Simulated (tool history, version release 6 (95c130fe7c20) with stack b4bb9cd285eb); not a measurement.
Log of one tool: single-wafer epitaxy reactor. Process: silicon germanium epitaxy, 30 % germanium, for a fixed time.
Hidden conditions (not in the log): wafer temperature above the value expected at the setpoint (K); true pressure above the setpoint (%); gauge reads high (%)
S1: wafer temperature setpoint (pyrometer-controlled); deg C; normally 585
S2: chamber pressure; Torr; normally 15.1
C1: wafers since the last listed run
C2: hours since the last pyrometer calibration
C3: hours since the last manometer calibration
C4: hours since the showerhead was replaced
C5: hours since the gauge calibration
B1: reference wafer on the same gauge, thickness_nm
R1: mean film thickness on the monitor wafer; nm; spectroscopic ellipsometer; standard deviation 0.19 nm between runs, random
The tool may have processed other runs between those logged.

{"run": 1, "hour": 0.0, "S1": 585, "S2": 15.1, "C1": 0, "C2": 1378.8, "C3": 1302.6, "C4": 4547.2, "C5": 3058.5, "B1": 46.715, "R1": 42.773}
{"run": 2, "hour": 69.2, "S1": 585, "S2": 15.1, "C1": 857, "C2": 1448, "C3": 1371.8, "C4": 4616.4, "C5": 3127.7, "B1": 46.771, "R1": 42.681}
{"run": 3, "hour": 156.1, "S1": 585, "S2": 15.1, "C1": 1076, "C2": 1534.9, "C3": 1458.7, "C4": 4703.3, "C5": 3214.6, "B1": 46.676, "R1": 42.763}
{"run": 4, "hour": 222.5, "S1": 585, "S2": 15.1, "C1": 822, "C2": 1601.3, "C3": 1525.1, "C4": 4769.7, "C5": 3281, "B1": 46.72, "R1": 42.544}
{"run": 5, "hour": 262.3, "S1": 585, "S2": 15.1, "C1": 493, "C2": 1641.1, "C3": 1564.9, "C4": 4809.5, "C5": 3320.8, "B1": 46.675, "R1": 43.229}
{"run": 6, "hour": 304.5, "S1": 585, "S2": 15.1, "C1": 522, "C2": 1683.3, "C3": 1607.1, "C4": 4851.7, "C5": 3363, "B1": 46.739, "R1": 43.152}
{"run": 7, "hour": 387.6, "S1": 577, "S2": 15.1, "C1": 1029, "C2": 1766.4, "C3": 1690.2, "C4": 4934.8, "C5": 3446.1, "B1": 46.709, "R1": 36.344}
{"hour": 437.6, "done": "capacitance manometer re-zeroed and calibrated"}
{"hour": 473.5, "done": "pyrometer calibrated"}
{"run": 8, "hour": 495.5, "S1": 577, "S2": 15.1, "C1": 1138, "C2": 22, "C3": 57.9, "C4": 5042.7, "C5": 3554, "B1": 46.646, "R1": 37.479}
{"run": 9, "hour": 594.9, "S1": 585, "S2": 15.1, "C1": 1231, "C2": 121.4, "C3": 157.3, "C4": 5142.1, "C5": 3653.4, "B1": 46.651, "R1": 44.604}
{"hour": 662.8, "done": "showerhead replaced"}
{"run": 10, "hour": 695.8, "S1": 585, "S2": 15.1, "C1": 1151, "C2": 222.3, "C3": 258.2, "C4": 33, "C5": 3754.3, "B1": 46.679, "R1": 44.635}
{"run": 11, "hour": 736.5, "S1": 585, "S2": 15.1, "C1": 504, "C2": 263, "C3": 298.9, "C4": 73.7, "C5": 3795, "B1": 46.68, "R1": 44.776}
{"hour": 748.8, "done": "gauge calibrated"}
{"run": 12, "hour": 784.3, "S1": 594, "S2": 15.1, "C1": 592, "C2": 310.8, "C3": 346.7, "C4": 121.5, "C5": 35.5, "B1": 46.7, "R1": 54.048}
{"run": 13, "hour": 887.9, "S1": 585, "S2": 16.5, "C1": 1283, "C2": 414.4, "C3": 450.3, "C4": 225.1, "C5": 139.1, "B1": 46.726, "R1": 45.885}
{"hour": 955.8, "done": "pyrometer calibrated, repeated, since the last time left the tool worse"}
{"run": 14, "hour": 990.7, "S1": 572, "S2": 16.2, "C1": 1174, "C2": 34.9, "C3": 553.1, "C4": 327.9, "C5": 241.9, "B1": 46.646, "R1": 31.417}
{"run": 15, "hour": 1070.4, "S1": 578, "S2": 17.5, "C1": 987, "C2": 114.6, "C3": 632.8, "C4": 407.6, "C5": 321.6, "B1": 46.71, "R1": 36.727}
{"run": 16, "hour": 1131.1, "S1": 591, "S2": 15.1, "C1": 752, "C2": 175.3, "C3": 693.5, "C4": 468.3, "C5": 382.3, "B1": 46.644, "R1": 46.566}
{"run": 17, "hour": 1181.7, "S1": 595, "S2": 17, "C1": 626, "C2": 225.9, "C3": 744.1, "C4": 518.9, "C5": 432.9, "B1": 46.701, "R1": 52.18}
{"run": 18, "hour": 1282.1, "S1": 593, "S2": 12.3, "C1": 1243, "C2": 326.3, "C3": 844.5, "C4": 619.3, "C5": 533.3, "B1": 46.657, "R1": 45.495}
{"run": 19, "hour": 1541.9, "S1": 572, "S2": 11.3, "C1": 3218, "C2": 586.1, "C3": 1104.3, "C4": 879.1, "C5": 793.1, "B1": 46.661, "R1": 28.337}
{"run": 20, "hour": 1596.1, "S1": 585, "S2": 15.1, "C1": 671, "C2": 640.3, "C3": 1158.5, "C4": 933.3, "C5": 847.3, "B1": 46.675, "R1": 41.051}
{"run": 21, "hour": 1694.1, "S1": 585, "S2": 15.1, "C1": 1214, "C2": 738.3, "C3": 1256.5, "C4": 1031.3, "C5": 945.3, "B1": 46.727, "R1": 41.326}
{"run": 22, "hour": 1941.5, "S1": 574, "S2": 18.2, "C1": 3065, "C2": 985.7, "C3": 1503.9, "C4": 1278.7, "C5": 1192.7, "B1": 46.705, "R1": 34.278}

Expected results for the next run?
{"hour": 1994.2, "done": "capacitance manometer re-zeroed and calibrated"}
{"run": 23, "hour": 2031.8, "S1": 585, "S2": 15.1, "C1": 1019, "C2": 1076, "C3": 37.6, "C4": 1369, "C5": 1283, "B1": "?", "R1": "?"}

Logged for run 23: B1 46.773, R1 41.433 nm.
With the hidden condition absent and the run-to-run variation left alone, this run would have shown R1 40.759 nm.
